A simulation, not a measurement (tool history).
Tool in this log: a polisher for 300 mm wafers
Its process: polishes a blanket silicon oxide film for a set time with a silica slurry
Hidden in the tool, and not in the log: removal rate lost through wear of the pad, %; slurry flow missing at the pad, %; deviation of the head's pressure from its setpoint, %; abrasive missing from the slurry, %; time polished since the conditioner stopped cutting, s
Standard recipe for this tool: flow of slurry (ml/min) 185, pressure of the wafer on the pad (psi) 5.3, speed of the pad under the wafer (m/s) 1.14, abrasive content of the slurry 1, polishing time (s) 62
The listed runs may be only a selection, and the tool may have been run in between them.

run,hour,flow of slurry (ml/min),pressure of the wafer on the pad (psi),speed of the pad under the wafer (m/s),abrasive content of the slurry,polishing time (s),wafers since the last listed run,wafers polished on this pad,hours since the slurry nozzle was cleaned,hours since the head pressure was calibrated,hours since the slurry blender was calibrated,hours since the conditioning disc was replaced,"incoming thickness of the incoming film, nm",film removed (angstrom)
1,0,185,5.3,1,1,62,0,2275,19.9,190.1,12.5,118,1452.6,2180
2,37.7,185,5.3,1.14,1,62,491,2767,57.6,227.8,50.2,155.7,1443.9,2361
3,82.6,185,5.3,1.14,0.9,62,584,3351,102.5,272.7,95.1,200.6,1478.8,2211
4,149.5,185,5.3,1.14,1,62,871,4223,169.4,339.6,162,267.5,1448.2,2273
5,198.6,160,7,1.32,1.2,62,639,4863,218.5,388.7,211.1,316.6,1460.5,3404
# hour 261.7: worn pad replaced by a new one
6,270,185,5.3,1.14,1,62,878,107,289.9,460.1,282.5,388,1474.8,2287
7,312.6,185,3.9,1.14,1,62,554,662,332.5,502.7,325.1,430.6,1452.1,1722
8,352.1,185,5.3,1.14,1,82,514,1177,372,542.2,364.6,470.1,1450.5,2980
# hour 381.7: conditioning disc replaced and pad reconditioned
9,401.7,185,5.3,1.14,1,62,620,1797,421.6,591.8,414.2,20,1455.6,2379
# hour 445.9: slurry blender recalibrated
10,464.1,185,5.3,1.14,1,62,786,2584,484,654.2,18.2,82.4,1444.8,2338
# hour 473: slurry nozzle cleaned
11,512.8,185,6.5,1.14,1,62,621,3205,39.8,702.9,66.9,131.1,1435.1,2863
12,538.9,185,4.6,1.14,0.8,62,340,3545,65.9,729,93,157.2,1453.6,1824
13,563.6,185,3.9,1.14,1,62,321,3867,90.6,753.7,117.7,181.9,1438.6,1715
14,596.4,185,5.3,1.52,1,62,427,4294,123.4,786.5,150.5,214.7,1437.8,2695
15,651.7,235,7.1,1.14,1,62,720,5015,178.7,841.8,205.8,270,1453.2,3162
# hour 688.8: worn pad replaced by a new one
# hour 790.7: conditioning disc replaced and pad reconditioned
16,854.2,185,5.3,1.38,1,62,2559,2128,381.2,1044.3,408.3,63.5,1465.2,2654
17,900.4,185,5.8,1.14,1.1,79,601,2730,427.4,1090.5,454.5,109.7,1468.4,3438
# hour 922.7: slurry blender recalibrated
# hour 947.1: slurry nozzle cleaned
18,954.8,150,4.1,1.14,0.75,62,669,3400,7.7,1144.9,32.1,164.1,1456,1528
19,1003.2,140,5.3,1.14,1,45,630,4030,56.1,1193.3,80.5,212.5,1459,1571
20,1028.1,240,5.3,1.14,1.3,62,324,4355,81,1218.2,105.4,237.4,1443,2702
21,1061.7,250,5.3,1.04,1.1,75,437,4793,114.6,1251.8,139,271,1467.3,2865
22,1107.3,185,5.3,1.14,1,41,594,5387,160.2,1297.4,184.6,316.6,1463.9,1507
# hour 1130: worn pad replaced by a new one
23,1160.8,185,5.3,1.14,1,62,644,400,213.7,1350.9,238.1,370.1,1434.7,2272
24,1232.5,185,5.3,1.14,1,50,934,1334,285.4,1422.6,309.8,441.8,1477.2,1828
# hour 1257.6: conditioning disc replaced and pad reconditioned
25,1285.2,235,5.3,0.88,1.1,41,660,1995,338.1,1475.3,362.5,27.6,1477.1,1496
# hour 1298.4: head pressure recalibrated
26,1321.6,140,5.3,1.14,1.15,62,448,2443,374.5,23.2,398.9,64,1426.6,2393

Below are 3 alternative next runs, each starting from the tool's condition after run 26. Predict each:
A,1322,185,6.1,1.14,1,62,5,2448,374.9,23.6,399.3,64.4,1443.1,?
B,1322,235,7.1,1.3,1,40,5,2448,374.9,23.6,399.3,64.4,1443.1,?
C,1322,250,6.5,1.14,1,53,5,2448,374.9,23.6,399.3,64.4,1443.1,?

run,film removed (angstrom)
A,2760
B,2288
C,2604
Stripped of hidden state, with their random variation kept, the same runs would have yielded:
run,film removed (angstrom)
A,2833
B,2364
C,2678

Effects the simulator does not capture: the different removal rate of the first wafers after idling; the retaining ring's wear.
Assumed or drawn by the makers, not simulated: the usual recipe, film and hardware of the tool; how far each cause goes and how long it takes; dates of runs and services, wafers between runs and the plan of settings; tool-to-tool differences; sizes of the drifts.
